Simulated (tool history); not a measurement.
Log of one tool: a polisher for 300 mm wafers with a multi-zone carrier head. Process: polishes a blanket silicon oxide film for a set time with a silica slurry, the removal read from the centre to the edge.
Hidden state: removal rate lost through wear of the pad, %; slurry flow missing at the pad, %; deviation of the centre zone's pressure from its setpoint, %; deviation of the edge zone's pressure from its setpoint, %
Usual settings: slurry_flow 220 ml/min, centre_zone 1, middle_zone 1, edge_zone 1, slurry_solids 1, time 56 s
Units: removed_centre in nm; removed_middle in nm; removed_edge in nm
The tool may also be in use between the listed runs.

run,hour,slurry_flow,centre_zone,middle_zone,edge_zone,slurry_solids,time,wafers since the last listed run,wafers polished on this pad,hours since the slurry nozzle was cleaned,hours since the centre zone pressure was calibrated,hours since the edge zone pressure was calibrated,hours since the carrier head's membrane was replaced,"incoming thickness of the incoming film, nm",removed_centre,removed_middle,removed_edge
1,0,220,1,1,1,1,49,0,373,542.5,25.5,38,19.2,1012.3,139.2,138.7,135.1
2,23.6,220,1,1,1,1,49,325,698,566.1,49.1,61.6,42.8,1012.5,139.4,136.8,137.7
3,39.9,220,1,1,1,1,56,224,923,582.4,65.4,77.9,59.1,994.8,160.8,157,153.3
4,65.8,220,1,1,1,1,56,357,1281,608.3,91.3,103.8,85,994.2,160.2,155.3,154.1
5,81.5,220,1,1,1,1,56,216,1497,624,107,119.5,100.7,990,156.6,152.5,153.8
6,95.8,220,1,1,1,1,56,197,1694,638.3,121.3,133.8,115,991.5,157.8,152.9,154.8
# hour 105.1: worn pad replaced by a new one
7,127.3,220,1,1,0.88,1.3,56,379,305,669.8,152.8,165.3,146.5,1010.9,181.4,178.9,175
8,163,280,1,1.08,1,0.85,68,492,798,705.5,188.5,201,182.2,986.7,177.2,187.9,173.2
9,175.8,220,1,1,0.94,1,56,176,975,718.3,201.3,213.8,195,1014.9,156.2,156.1,150.1
10,210.5,220,1,0.92,1.08,1,56,478,1453,753,236,248.5,229.7,1004.4,151.1,147.3,158.5
# hour 217.8: slurry nozzle cleaned
11,229,170,1.12,1,1,1,45,241,1695,11.2,254.5,267,248.2,997.2,130.6,119.8,117
12,250.7,185,1,1.12,1,1,56,299,1994,32.9,276.2,288.7,269.9,1004.3,146.7,167.6,156.3
# hour 261.1: worn pad replaced by a new one
13,269.8,220,1.05,1,1,1,70,208,120,52,295.3,307.8,289,991,195.7,199.2,194.7
# hour 278: centre zone pressure recalibrated
14,282.1,220,1,1,0.94,1,56,142,262,64.3,4.1,320.1,301.3,1008.1,160.8,155.4,149.1
15,318,250,1.04,0.92,1,1,56,495,757,100.2,40,356,337.2,1012.3,169.6,149.7,156.5
16,347.7,220,1,1,1.05,1,56,409,1167,129.9,69.7,385.7,366.9,985.6,158,154.7,156.5
17,364.5,220,1,1,1,1,56,231,1399,146.7,86.5,402.5,383.7,994.5,159.6,158,153.6
# hour 384.8: worn pad replaced by a new one
18,391.1,220,1,1,0.91,1,66,311,87,173.3,113.1,429.1,410.3,997.7,182.6,178.5,177
19,407.1,295,1,1.11,1,1,66,220,307,189.3,129.1,445.1,426.3,991.2,194.9,208.2,191.1
20,434,220,1,1,1,1,56,371,678,216.2,156,472,453.2,993.3,154.1,155.3,156.7

5 ways to go on from here, each from the tool as it stands after run 20. What would each give?
A,434.4,220,1,1,1,1,56,5,684,216.6,156.4,472.4,453.6,996.7,?,?,?
B,434.4,185,1,1.04,0.92,1,44,5,684,216.6,156.4,472.4,453.6,996.7,?,?,?
C,434.4,220,1,0.93,0.94,1.15,47,5,684,216.6,156.4,472.4,453.6,996.7,?,?,?
D,434.4,220,1,1.09,1,1,56,5,684,216.6,156.4,472.4,453.6,996.7,?,?,?
E,434.4,220,1.06,1.06,1.11,1,73,5,684,216.6,156.4,472.4,453.6,996.7,?,?,?

run,removed_centre,removed_middle,removed_edge
A,156.6,156,157.2
B,119.4,123.2,118
C,142,133.1,140.1
D,156.7,167.8,157
E,216.7,213.5,211.7
Without the tool's hidden state the same runs would have given:
run,removed_centre,removed_middle,removed_edge
A,163.4,155.9,157.2
B,124.5,123.2,118
C,148.1,133,140.1
D,163.5,167.8,157
E,225.9,213.5,211.7

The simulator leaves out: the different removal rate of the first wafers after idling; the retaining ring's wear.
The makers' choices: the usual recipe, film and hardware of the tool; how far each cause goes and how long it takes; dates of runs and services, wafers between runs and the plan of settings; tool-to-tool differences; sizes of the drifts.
